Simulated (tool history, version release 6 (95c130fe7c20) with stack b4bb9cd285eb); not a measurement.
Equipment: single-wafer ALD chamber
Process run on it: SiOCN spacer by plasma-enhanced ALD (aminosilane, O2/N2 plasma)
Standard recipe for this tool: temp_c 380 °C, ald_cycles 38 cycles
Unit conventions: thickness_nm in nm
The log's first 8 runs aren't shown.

run,hour,temp_c,ald_cycles,"read-back reference wafer on the same gauge, thickness_nm",thickness_nm
9,183.2,376,41,2.222,2.598
10,199.9,384,38,2.223,2.402
11,219.6,380,38,2.225,2.410
12,234.7,380,33,2.225,2.097
13,262.3,380,33,2.226,2.112
14,280.0,380,38,2.230,2.420
15,296.0,380,38,2.230,2.431
16,314.7,380,38,2.229,2.415
17,333.8,380,38,2.229,2.421
18,363.2,380,38,2.232,2.423
# hour 389.9: thermocouple changed; heater temperature recalibrated
19,390.4,380,38,2.233,2.424
20,412.2,380,38,2.232,2.423
21,440.6,392,38,2.235,2.430
22,473.7,369,31,2.238,1.983
23,502.2,380,33,2.237,2.103
24,585.0,391,41,2.238,2.620
25,597.1,392,41,2.237,2.629
26,619.4,369,44,2.241,2.818
27,635.7,373,36,2.240,2.302
28,659.0,376,41,2.239,2.624
29,671.9,366,33,2.240,2.115
30,686.4,394,43,2.240,2.752
31,716.2,366,41,2.239,2.629
# hour 733.1: gauge calibrated
32,742.0,385,44,2.194,2.764

Forecast run 33:
33,768.9,380,38,?,?

Run 33 produced read-back reference wafer on the same gauge, thickness_nm 2.200, thickness_nm 2.380 nm.
Were there no unlogged condition in the tool, this run, its random variation unchanged, would have produced thickness_nm 2.369 nm.

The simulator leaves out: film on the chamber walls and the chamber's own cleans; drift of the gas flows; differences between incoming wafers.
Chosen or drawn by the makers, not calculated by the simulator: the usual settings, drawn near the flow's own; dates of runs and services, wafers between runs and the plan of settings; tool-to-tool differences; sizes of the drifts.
